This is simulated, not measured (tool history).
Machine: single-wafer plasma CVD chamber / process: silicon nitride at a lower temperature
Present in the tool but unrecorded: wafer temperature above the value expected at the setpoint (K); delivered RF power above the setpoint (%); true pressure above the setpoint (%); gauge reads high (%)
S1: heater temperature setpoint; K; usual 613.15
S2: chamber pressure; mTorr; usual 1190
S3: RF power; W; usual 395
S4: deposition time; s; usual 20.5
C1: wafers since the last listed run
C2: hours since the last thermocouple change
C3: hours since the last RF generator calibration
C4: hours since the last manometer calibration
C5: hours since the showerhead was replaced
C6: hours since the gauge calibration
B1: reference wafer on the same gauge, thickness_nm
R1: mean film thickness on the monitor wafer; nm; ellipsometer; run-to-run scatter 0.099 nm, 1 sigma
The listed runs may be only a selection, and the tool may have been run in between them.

Run 1, day 0: usual settings; C1 0; C2 1528.1; C3 1530.7; C4 1981.9; C5 5089.6; C6 850.5; B1 28.51. Result: R1 25.106 nm.
Run 2, day 5.029: usual settings but S1 602.15 K; C1 1917; C2 1648.8; C3 1651.4; C4 2102.6; C5 5210.3; C6 971.2; B1 28.491. Result: R1 24.976 nm.
Run 3, day 7.679: usual settings but S1 602.15 K; C1 1010; C2 1712.4; C3 1715; C4 2166.2; C5 5273.9; C6 1034.8; B1 28.507. Result: R1 25.085 nm.
Run 4, day 10.575: usual settings but S1 602.15 K; C1 1104; C2 1781.9; C3 1784.5; C4 2235.7; C5 5343.4; C6 1104.3; B1 28.491. Result: R1 24.974 nm.
Run 5, day 11.612: usual settings; C1 395; C2 1806.8; C3 1809.4; C4 2260.6; C5 5368.3; C6 1129.2; B1 28.491. Result: R1 24.819 nm.
Run 6, day 12.762: usual settings; C1 438; C2 1834.4; C3 1837; C4 2288.2; C5 5395.9; C6 1156.8; B1 28.484. Result: R1 24.824 nm.
Run 7, day 15.742: usual settings but S4 23.6 s; C1 1136; C2 1905.9; C3 1908.5; C4 2359.7; C5 5467.4; C6 1228.3; B1 28.529. Result: R1 28.684 nm.
Run 8, day 16.975: usual settings but S4 23.6 s; C1 470; C2 1935.5; C3 1938.1; C4 2389.3; C5 5497; C6 1257.9; B1 28.505. Result: R1 28.699 nm.
Run 9, day 19.017: usual settings; C1 778; C2 1984.5; C3 1987.1; C4 2438.3; C5 5546; C6 1306.9; B1 28.51. Result: R1 24.669 nm.
At day 20.2: RF generator calibrated.
At day 20.646: gauge calibrated.
Run 10, day 20.683: usual settings; C1 508; C2 2024.5; C3 11.6; C4 2478.3; C5 5586; C6 0.9; B1 28.52. Result: R1 25.652 nm.
Run 11, day 21.75: usual settings but S4 19.6 s; C1 406; C2 2050.1; C3 37.2; C4 2503.9; C5 5611.6; C6 26.5; B1 28.491. Result: R1 24.605 nm.
Run 12, day 22.917: usual settings but S4 19.6 s; C1 444; C2 2078.1; C3 65.2; C4 2531.9; C5 5639.6; C6 54.5; B1 28.523. Result: R1 24.5 nm.
Run 13, day 25.2: usual settings but S4 19.6 s; C1 870; C2 2132.9; C3 120; C4 2586.7; C5 5694.4; C6 109.3; B1 28.494. Result: R1 24.357 nm.
Run 14, day 27.517: usual settings but S1 622.15 K; C1 883; C2 2188.5; C3 175.6; C4 2642.3; C5 5750; C6 164.9; B1 28.519. Result: R1 25.229 nm.
At day 28.496: showerhead replaced.
Run 15, day 30.029: usual settings but S1 607.15 K, S2 970 mTorr, S3 355 W; C1 830; C2 2248.8; C3 235.9; C4 2702.6; C5 36.8; C6 225.2; B1 28.504. Result: R1 23.268 nm.
Run 16, day 31.45: usual settings; C1 541; C2 2282.9; C3 270; C4 2736.7; C5 70.9; C6 259.3; B1 28.51. Result: R1 25.506 nm.
Run 17, day 33.108: usual settings but S1 621.15 K; C1 632; C2 2322.7; C3 309.8; C4 2776.5; C5 110.7; C6 299.1; B1 28.499. Result: R1 25.42 nm.
Run 18, day 34.133: usual settings; C1 390; C2 2347.3; C3 334.4; C4 2801.1; C5 135.3; C6 323.7; B1 28.535. Result: R1 25.58 nm.
Run 19, day 35.562: usual settings; C1 544; C2 2381.6; C3 368.7; C4 2835.4; C5 169.6; C6 358; B1 28.511. Result: R1 25.361 nm.
At day 36.867: thermocouple changed; heater temperature recalibrated.
Run 20, day 37.238: usual settings but S3 365 W; C1 511; C2 8.9; C3 408.9; C4 2875.6; C5 209.8; C6 398.2; B1 28.506. Result: R1 24.424 nm.
At day 38.758: capacitance manometer re-zeroed and calibrated.
Run 21, day 38.779: usual settings but S2 900 mTorr, S3 340 W; C1 460; C2 45.9; C3 445.9; C4 0.5; C5 246.8; C6 435.2; B1 28.497. Result: R1 22.149 nm.
Run 22, day 40.404: usual settings but S1 624.15 K, S3 335 W; C1 619; C2 84.9; C3 484.9; C4 39.5; C5 285.8; C6 474.2; B1 28.472. Result: R1 23.095 nm.
Run 23, day 47.617: usual settings but S1 623.15 K, S4 18.2 s; C1 2750; C2 258; C3 658; C4 212.6; C5 458.9; C6 647.3; B1 28.501. Result: R1 22.366 nm.
Run 24, day 49.404: usual settings but S3 440 W; C1 681; C2 300.9; C3 700.9; C4 255.5; C5 501.8; C6 690.2; B1 28.482. Result: R1 26.736 nm.
Run 25, day 50.967: usual settings; C1 595; C2 338.4; C3 738.4; C4 293; C5 539.3; C6 727.7; B1 28.507. Result: R1 25.403 nm.
Run 26, day 52.112: usual settings but S1 626.15 K, S3 430 W; C1 436; C2 365.9; C3 765.9; C4 320.5; C5 566.8; C6 755.2; B1 28.5. Result: R1 26.014 nm.
Run 27, day 54.454: usual settings but S1 601.15 K; C1 892; C2 422.1; C3 822.1; C4 376.7; C5 623; C6 811.4; B1 28.499. Result: R1 25.341 nm.

Hidden state, per run?
wafer temperature above the value expected at the setpoint (K): 0, the same for each run
true pressure above the setpoint (%): 0, the same for each run
gauge reads high (%): 0, the same for each run
H1: delivered RF power above the setpoint (%)
run     H1
  1  -5.97
  2  -6.43
  3  -6.68
  4  -6.95
  5  -7.05
  6  -7.15
  7  -7.43
  8  -7.55
  9  -7.74
 10  -1.68
 11  -1.78
 12  -1.89
 13   -2.1
 14  -2.32
 15  -2.55
 16  -2.69
 17  -2.84
 18  -2.94
 19  -3.07
 20  -3.22
 21  -3.37
 22  -3.52
 23  -4.19
 24  -4.36
 25   -4.5
 26  -4.61
 27  -4.83
